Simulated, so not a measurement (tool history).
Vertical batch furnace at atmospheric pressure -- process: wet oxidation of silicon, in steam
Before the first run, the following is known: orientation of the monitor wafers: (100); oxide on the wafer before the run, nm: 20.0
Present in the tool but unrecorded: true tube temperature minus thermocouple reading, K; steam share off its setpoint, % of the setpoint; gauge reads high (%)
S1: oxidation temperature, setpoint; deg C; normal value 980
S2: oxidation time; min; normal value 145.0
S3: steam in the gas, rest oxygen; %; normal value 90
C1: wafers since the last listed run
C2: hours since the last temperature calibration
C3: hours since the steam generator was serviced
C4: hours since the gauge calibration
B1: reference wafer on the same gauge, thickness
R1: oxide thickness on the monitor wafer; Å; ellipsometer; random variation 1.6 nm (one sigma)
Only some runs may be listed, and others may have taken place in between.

run   hour    S1     S2  S3   C1      C2      C3      C4      B1      R1
  1    0.0   980  102.5  90    0  4567.7  2449.6   596.2  585.28  4686.2
  2   12.8   980  102.5  90   91  4580.5  2462.4   609.0  585.66  4717.0
  3   27.7   980  145.0  90  106  4595.4  2477.3   623.9  586.55  5926.2
  4   50.5   980  145.0  90  163  4618.2  2500.1   646.7  586.10  5891.3
  5   65.1   980  145.0  90  104  4632.8  2514.7   661.3  587.18  5909.8
  6   97.2   980  145.0  90  230  4664.9  2546.8   693.4  586.78  5894.1
  7  118.1   980  145.0  90  149  4685.8  2567.7   714.3  586.68  5893.1
  8  145.2   980  145.0  90  194  4712.9  2594.8   741.4  586.99  5926.9
  9  161.3   980  145.0  90  115  4729.0  2610.9   757.5  586.98  5917.7
 10  179.8   980  145.0  90  132  4747.5  2629.4   776.0  587.93  5924.3
 11  206.9   980  145.0  90  194  4774.6  2656.5   803.1  587.65  5952.7
 12  235.6   980  145.0  90  205  4803.3  2685.2   831.8  587.40  5949.0
 13  247.8   980  145.0  90   87  4815.5  2697.4   844.0  587.47  5937.8
 14  268.9   980  145.0  83  151  4836.6  2718.5   865.1  588.07  5627.8
     311.7  -- steam generator serviced
     358.6  -- thermocouples replaced and temperature profile calibrated
 15  359.9   995  145.0  84  308     1.3    48.2   956.1  587.98  6228.9
 16  373.2   980   81.5  96   95    14.6    61.5   969.4  588.45  4216.0
 17  452.1   994  182.0  90  565    93.5   140.4  1048.3  588.91  7430.6
 18  470.1   980  145.0  90  129   111.5   158.4  1066.3  588.92  5940.8
     479.7  -- gauge calibrated
 19  506.1   980   95.0  84  258   147.5   194.4    26.4  574.56  4178.8
 20  531.2   980   93.0  85  179   172.6   219.5    51.5  575.90  4163.6
 21  548.9   980  145.0  90  126   190.3   237.2    69.2  576.53  5812.6
 22  561.4   996   89.5  97   89   202.8   249.7    81.7  577.16  4972.0
 23  595.4   980   95.0  84  243   236.8   283.7   115.7  578.64  4222.8
 24  625.9  1004  204.5  90  218   267.3   314.2   146.2  579.68  8335.9
 25  667.4   957  171.0  96  297   308.8   355.7   187.7  580.90  5819.7
 26  702.8   980  103.0  97  253   344.2   391.1   223.1  581.65  4924.2
 27  728.0   973  213.0  85  180   369.4   416.3   248.3  582.81  6921.0
 28  740.7   956  145.0  97   91   382.1   429.0   261.0  583.07  5215.0
 29  766.8   964  145.0  90  187   408.2   455.1   287.1  583.12  5251.0
 30  779.4   980   84.5  97   90   420.8   467.7   299.7  583.66  4348.5
 31  811.1   987  202.5  97  227   452.5   499.4   331.4  584.26  7934.3
 32  826.6   980  145.0  90  111   468.0   514.9   346.9  584.40  5912.0
 33  893.0   980  145.0  90  475   534.4   581.3   413.3  586.12  5884.0
 34  917.5   980  145.0  79  175   558.9   605.8   437.8  586.58  5439.4
 35  942.7   980  145.0  90  180   584.1   631.0   463.0  586.91  5918.6
 36  963.5   987  202.5  97  149   604.9   651.8   483.8  587.03  8008.0
 37  991.2   980  145.0  80  198   632.6   679.5   511.5  587.17  5497.7

Predict each of these 5 candidate next runs independently; none follows another, all start after run 37:
  A  998.0  980  145.0  90  48  639.4  686.3  518.3   ?   ?
  B  998.0  956   73.0  97  48  639.4  686.3  518.3   ?   ?
  C  998.0  980  145.0  82  48  639.4  686.3  518.3   ?   ?
  D  998.0  980  145.0  84  48  639.4  686.3  518.3   ?   ?
  E  998.0  963  163.0  84  48  639.4  686.3  518.3   ?   ?

run      B1      R1
  A  587.77  5914.0
  B  587.77  3248.5
  C  587.77  5567.0
  D  587.77  5655.1
  E  587.77  5436.2
Take away the tool's hidden state, keep each run's random variation, and the runs would have read:
run      R1
  A  5778.7
  B  3174.2
  C  5439.7
  D  5525.8
  E  5311.9
